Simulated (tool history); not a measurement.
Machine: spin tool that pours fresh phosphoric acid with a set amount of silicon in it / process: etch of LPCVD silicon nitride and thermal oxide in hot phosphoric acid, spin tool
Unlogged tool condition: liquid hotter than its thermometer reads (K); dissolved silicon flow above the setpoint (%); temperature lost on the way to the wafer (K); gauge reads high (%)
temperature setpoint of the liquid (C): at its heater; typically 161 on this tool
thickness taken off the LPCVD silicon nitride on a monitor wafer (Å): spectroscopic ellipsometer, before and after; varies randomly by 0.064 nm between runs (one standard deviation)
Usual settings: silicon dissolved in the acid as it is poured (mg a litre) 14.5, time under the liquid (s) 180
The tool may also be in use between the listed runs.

| run | hour | temperature setpoint of the liquid (C) | silicon dissolved in the acid as it is poured (mg a litre) | time under the liquid (s) | wafers since the last listed run | hours since the thermometer was replaced | hours since the dissolved silicon flow meter was replaced | hours since the heated supply line was repaired | hours since the gauge calibration | read-back film thickness of the LPCVD silicon nitride reference wafer, read on the same gauge (nm) | thickness taken off the LPCVD silicon nitride on a monitor wafer (Å) |
|---|---|---|---|---|---|---|---|---|---|---|---|
| 1 | 0 | 161 | 14.5 | 180 | 0 | 1391.3 | 1875.8 | 2652.5 | 217.5 | 80.01 | 151.5 |
| 2 | 19.3 | 161 | 14.5 | 180 | 121 | 1410.6 | 1895.1 | 2671.8 | 236.8 | 79.98 | 152.1 |
| 3 | 107.8 | 161 | 14.5 | 180 | 556 | 1499.1 | 1983.6 | 2760.3 | 325.3 | 79.98 | 151.9 |
|  | 115.8 | dissolved silicon flow meter replaced |
| 4 | 129.7 | 161 | 14.5 | 180 | 131 | 1521 | 13.9 | 2782.2 | 347.2 | 79.95 | 151.5 |
| 5 | 142.6 | 161 | 14.5 | 180 | 81 | 1533.9 | 26.8 | 2795.1 | 360.1 | 79.97 | 151.4 |
| 6 | 176.9 | 161 | 14.5 | 180 | 215 | 1568.2 | 61.1 | 2829.4 | 394.4 | 80 | 153.1 |
|  | 195.9 | heated supply line repaired |
| 7 | 203.9 | 161 | 14.5 | 180 | 163 | 1595.2 | 88.1 | 8 | 421.4 | 80 | 164.2 |
| 8 | 223.2 | 161 | 18.5 | 180 | 121 | 1614.5 | 107.4 | 27.3 | 440.7 | 79.99 | 163.3 |
|  | 226.7 | thermometer replaced |
|  | 255 | gauge calibrated |
| 9 | 257.5 | 161 | 14.5 | 180 | 209 | 30.8 | 141.7 | 61.6 | 2.5 | 80.05 | 153.7 |
| 10 | 270.4 | 163.5 | 5.5 | 75 | 81 | 43.7 | 154.6 | 74.5 | 15.4 | 80.01 | 70.4 |
| 11 | 289.8 | 161 | 14.5 | 180 | 122 | 63.1 | 174 | 93.9 | 34.8 | 80.03 | 154.8 |
| 12 | 311.9 | 162.5 | 24.5 | 245 | 138 | 85.2 | 196.1 | 116 | 56.9 | 79.95 | 222.9 |
| 13 | 344.4 | 163.5 | 4 | 180 | 204 | 117.7 | 228.6 | 148.5 | 89.4 | 79.99 | 168 |
| 14 | 367 | 158 | 8 | 245 | 142 | 140.3 | 251.2 | 171.1 | 112 | 79.95 | 191.8 |
| 15 | 383.2 | 161 | 7 | 180 | 101 | 156.5 | 267.4 | 187.3 | 128.2 | 79.99 | 155.2 |
| 16 | 403.9 | 163.5 | 10.5 | 130 | 130 | 177.2 | 288.1 | 208 | 148.9 | 79.96 | 121.7 |
| 17 | 420.3 | 158.5 | 5.5 | 180 | 103 | 193.6 | 304.5 | 224.4 | 165.3 | 79.97 | 142.6 |
| 18 | 446.7 | 161 | 14.5 | 180 | 166 | 220 | 330.9 | 250.8 | 191.7 | 80 | 155.6 |
| 19 | 482.3 | 159.5 | 23.5 | 90 | 223 | 255.6 | 366.5 | 286.4 | 227.3 | 80.01 | 73.8 |
| 20 | 503.7 | 163.5 | 14.5 | 230 | 134 | 277 | 387.9 | 307.8 | 248.7 | 80 | 214.5 |
| 21 | 517.1 | 161 | 14.5 | 180 | 84 | 290.4 | 401.3 | 321.2 | 262.1 | 80.01 | 153.5 |
| 22 | 550.7 | 159 | 14.5 | 180 | 211 | 324 | 434.9 | 354.8 | 295.7 | 80.04 | 145 |

Below are 4 alternative next runs, each starting from the tool's condition after run 22. Predict each:
| A | 551.2 | 161 | 14.5 | 180 | 3 | 324.5 | 435.4 | 355.3 | 296.2 | ? | ? |
| B | 551.2 | 161 | 8 | 90 | 3 | 324.5 | 435.4 | 355.3 | 296.2 | ? | ? |
| C | 551.2 | 158.5 | 6 | 75 | 3 | 324.5 | 435.4 | 355.3 | 296.2 | ? | ? |
| D | 551.2 | 161 | 14.5 | 260 | 3 | 324.5 | 435.4 | 355.3 | 296.2 | ? | ? |

| run | read-back film thickness of the LPCVD silicon nitride reference wafer, read on the same gauge (nm) | thickness taken off the LPCVD silicon nitride on a monitor wafer (Å) |
|---|---|---|
| A | 80.07 | 155.1 |
| B | 80.07 | 77.6 |
| C | 80.07 | 59.4 |
| D | 80.07 | 224.1 |
With no hidden state in the tool, these same runs would have given:
| run | thickness taken off the LPCVD silicon nitride on a monitor wafer (Å) |
|---|---|
| A | 157.1 |
| B | 78.6 |
| C | 60.2 |
| D | 226.9 |
